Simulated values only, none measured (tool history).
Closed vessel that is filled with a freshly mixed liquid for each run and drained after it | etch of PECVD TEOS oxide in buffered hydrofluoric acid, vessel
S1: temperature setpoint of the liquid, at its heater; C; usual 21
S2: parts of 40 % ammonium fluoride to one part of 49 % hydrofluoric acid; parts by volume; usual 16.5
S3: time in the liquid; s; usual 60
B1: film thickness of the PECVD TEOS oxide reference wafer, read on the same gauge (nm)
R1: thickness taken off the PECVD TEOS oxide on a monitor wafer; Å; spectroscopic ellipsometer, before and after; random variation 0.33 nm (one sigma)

run     day    S1    S2  S3     B1      R1
  1       0    21  16.5  60  50.01   625.7
  2   2.138    21  16.5  60     50   622.7
  3   3.808    21  16.5  60     50   628.3
      3.971  -- hydrofluoric acid flow meter replaced
  4   4.883    21  16.5  60     50   627.8
  5   6.788    23  16.5  45  50.01   527.7
  6   8.467    19  16.5  60  49.99   554.7
  7  10.704    19  16.5  60  50.01   554.2
  8  12.638    21  16.5  60  50.01   617.2
  9  14.446    21  16.5  60  49.99   617.7
 10  17.317    21  16.5  60  49.99     622
 11  19.996    21  16.5  60  50.04   622.3
 12    21.8  18.5  19.5  80  49.99   607.1
 13  22.979    19  16.5  40  50.03   368.7
 14  24.925    23    19  40  50.02   400.9
 15  32.925    21  16.5  60     50   614.6
 16  34.038    21  16.5  60  49.99   611.2
     34.212  -- gauge calibrated
 17  35.079    21    12  60  50.02     842
 18  36.146    25  16.5  60  50.01     761
 19  37.829  25.5  16.5  60  50.02   785.2
 20    39.6    21  16.5  60     50   615.8
 21  42.329    21  20.5  40     50   331.2
 22  44.975    21  21.5  70     50     556
 23  46.588  24.5    13  30  49.99   464.4
 24  48.912    21  16.5  60  50.01   603.9
 25  51.646    21    19  60  49.99   526.5
 26  52.958    21  16.5  60  49.99     607
     53.404  -- hydrofluoric acid flow meter replaced
 27  55.158    21  16.5  60  50.02   610.2
 28  60.554    21  14.5  90     50  1034.9
 29  63.425    18    13  30  50.02   322.2
 30  66.321    21  16.5  60  50.03   601.5
 31  68.546  24.5  18.5  85     50   920.6
 32    70.6    21  16.5  60  49.99   598.8

Forecast each of these 5 alternatives for the next run:
  A  70.629    21  16.5  85   ?   ?
  B  70.629  22.5    20  70   ?   ?
  C  70.629    21  21.5  60   ?   ?
  D  70.629  24.5  16.5  60   ?   ?
  E  70.629    24  19.5  70   ?   ?

run     B1     R1
  A  50.01  854.3
  B  50.01  632.7
  C  50.01  474.5
  D  50.01  732.1
  E  50.01  704.8
Without the tool's hidden state the same runs would have given:
run     R1
  A  897.9
  B  664.7
  C  498.7
  D  768.6
  E  740.1

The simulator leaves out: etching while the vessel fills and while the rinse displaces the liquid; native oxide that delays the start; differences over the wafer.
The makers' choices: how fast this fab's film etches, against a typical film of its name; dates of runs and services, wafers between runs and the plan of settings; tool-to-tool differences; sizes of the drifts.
